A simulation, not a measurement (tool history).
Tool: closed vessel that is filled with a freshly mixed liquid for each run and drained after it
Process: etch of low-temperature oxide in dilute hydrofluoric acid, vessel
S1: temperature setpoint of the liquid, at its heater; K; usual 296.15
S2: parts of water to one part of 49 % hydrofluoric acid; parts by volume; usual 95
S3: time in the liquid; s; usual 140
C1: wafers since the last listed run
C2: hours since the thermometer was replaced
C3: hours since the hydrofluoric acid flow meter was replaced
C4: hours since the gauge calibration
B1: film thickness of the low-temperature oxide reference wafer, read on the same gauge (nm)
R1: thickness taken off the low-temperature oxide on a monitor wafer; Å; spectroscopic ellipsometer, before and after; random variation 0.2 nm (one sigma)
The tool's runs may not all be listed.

run,hour,S1,S2,S3,C1,C2,C3,C4,B1,R1
1,0,296.15,95,140,0,1295,2215.4,151.5,80.01,235.2
2,20.1,296.15,95,140,1846,1315.1,2235.5,171.6,80.03,238.1
3,35.9,296.15,95,140,1451,1330.9,2251.3,187.4,80,234.2
4,51.7,296.15,95,140,1451,1346.7,2267.1,203.2,80.02,240.3
5,83.8,296.15,95,140,2948,1378.8,2299.2,235.3,80.03,234.8
6,108.7,296.15,95,140,2287,1403.7,2324.1,260.2,80,236.6
7,132.6,296.15,95,140,2195,1427.6,2348,284.1,80,237
8,152.4,296.15,95,140,1818,1447.4,2367.8,303.9,80.02,238.9
9,245.5,296.15,95,140,8551,1540.5,2460.9,397,80,236.7
10,281,296.15,95,140,3260,1576,2496.4,432.5,80.03,240.5
11,315.8,296.15,95,140,3196,1610.8,2531.2,467.3,79.97,240.4
12,351.5,296.15,95,75,3279,1646.5,2566.9,503,80.03,127.1
# hour 368: hydrofluoric acid flow meter replaced
13,373.6,296.15,95,75,1938,1668.6,5.6,525.1,79.98,110.6
14,409.3,296.15,95,75,3279,1704.3,41.3,560.8,79.98,110.7
15,437,299.65,95,140,2544,1732,69,588.5,79.97,238.8
16,468.9,299.65,95,140,2930,1763.9,100.9,620.4,80.01,241.4
17,493.5,296.15,95,140,2259,1788.5,125.5,645,80,212.1
18,512,298.65,95,140,1699,1807,144,663.5,80.02,230.3
19,524.6,296.15,95,140,1157,1819.6,156.6,676.1,80.01,206.4
20,548.6,299.65,95,140,2204,1843.6,180.6,700.1,79.99,247.2
21,584.5,294.15,95,140,3297,1879.5,216.5,736,80.01,196
# hour 598: thermometer replaced
22,618.6,297.65,95,140,3040,20.6,250.6,770.1,80.01,223.6
23,634.6,296.15,95,140,1469,36.6,266.6,786.1,80.02,216.1
24,658.5,292.15,95,140,2195,60.5,290.5,810,79.95,179.4
# hour 660.5: gauge calibrated
25,689.9,298.15,135,215,2884,91.9,321.9,29.4,79.99,236.5
26,725.3,293.65,95,140,3251,127.3,357.3,64.8,80,195.8
27,762.7,294.15,135,205,3435,164.7,394.7,102.2,80,194.4
28,778.5,298.65,60,85,1451,180.5,410.5,118,79.99,236.2
29,803.4,298.65,55,140,2287,205.4,435.4,142.9,80,441
30,821,296.15,95,140,1616,223,453,160.5,80.01,219.2
31,844.9,296.15,95,140,2195,246.9,476.9,184.4,80.02,214.3
32,880,300.65,65,220,3223,282,512,219.5,80.05,605.7
33,913.4,296.15,95,140,3067,315.4,545.4,252.9,80.02,214.7

Forecast each of these 3 alternatives for the next run:
A,914.1,296.15,120,140,64,316.1,546.1,253.6,?,?
B,914.1,293.65,95,165,64,316.1,546.1,253.6,?,?
C,914.1,294.65,110,70,64,316.1,546.1,253.6,?,?

run,B1,R1
A,79.99,165.9
B,79.99,229.6
C,79.99,86.2
Without the tool's hidden state the same runs would have given:
run,R1
A,159.5
B,221
C,82.9

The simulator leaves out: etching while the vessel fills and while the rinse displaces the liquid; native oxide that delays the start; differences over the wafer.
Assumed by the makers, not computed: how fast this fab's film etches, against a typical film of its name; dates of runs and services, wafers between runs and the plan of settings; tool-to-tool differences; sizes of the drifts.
